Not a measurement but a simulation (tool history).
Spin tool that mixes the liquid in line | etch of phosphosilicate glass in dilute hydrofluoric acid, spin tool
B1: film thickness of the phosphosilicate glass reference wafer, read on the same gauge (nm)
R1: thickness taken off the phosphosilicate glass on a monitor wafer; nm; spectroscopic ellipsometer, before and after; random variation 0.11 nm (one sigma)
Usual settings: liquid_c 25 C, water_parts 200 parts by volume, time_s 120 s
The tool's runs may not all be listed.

run 1 hour=0.0 | liquid_c=25 water_parts=270 time_s=120 | B1=130.01 | R1=23.74
-- hour=7.4 gauge calibrated
run 2 hour=14.9 | liquid_c=25 water_parts=270 time_s=120 | B1=130.00 | R1=23.58
run 3 hour=26.0 | liquid_c=25 water_parts=270 time_s=120 | B1=130.02 | R1=23.66
run 4 hour=43.3 | liquid_c=25 water_parts=200 time_s=120 | B1=129.99 | R1=34.67
run 5 hour=71.3 | liquid_c=25 water_parts=200 time_s=120 | B1=129.99 | R1=34.82
run 6 hour=78.5 | liquid_c=25 water_parts=200 time_s=100 | B1=130.00 | R1=28.92
run 7 hour=94.7 | liquid_c=25 water_parts=200 time_s=100 | B1=130.01 | R1=29.03
-- hour=103.7 thermometer replaced
run 8 hour=111.1 | liquid_c=25 water_parts=200 time_s=100 | B1=130.04 | R1=26.09
run 9 hour=121.6 | liquid_c=25 water_parts=200 time_s=120 | B1=130.03 | R1=31.58
run 10 hour=129.8 | liquid_c=25 water_parts=200 time_s=120 | B1=130.04 | R1=31.50
run 11 hour=142.4 | liquid_c=25 water_parts=200 time_s=120 | B1=130.03 | R1=31.71
run 12 hour=150.7 | liquid_c=25 water_parts=200 time_s=120 | B1=129.96 | R1=31.41
run 13 hour=157.8 | liquid_c=25 water_parts=200 time_s=120 | B1=130.05 | R1=31.54
run 14 hour=174.4 | liquid_c=25 water_parts=140 time_s=90 | B1=130.01 | R1=36.44
run 15 hour=185.5 | liquid_c=23 water_parts=245 time_s=55 | B1=130.02 | R1=10.46
-- hour=187.7 gauge calibrated
run 16 hour=199.4 | liquid_c=25 water_parts=110 time_s=95 | B1=129.99 | R1=50.68
run 17 hour=205.7 | liquid_c=25 water_parts=200 time_s=120 | B1=130.00 | R1=31.63

Forecast run 18:
run 18 hour=213.8 | liquid_c=25 water_parts=200 time_s=120 | B1=? | R1=?

Run 18 gave B1 129.98, R1 31.72 nm.
Without the tool's hidden state the same run would have given R1 31.35 nm.
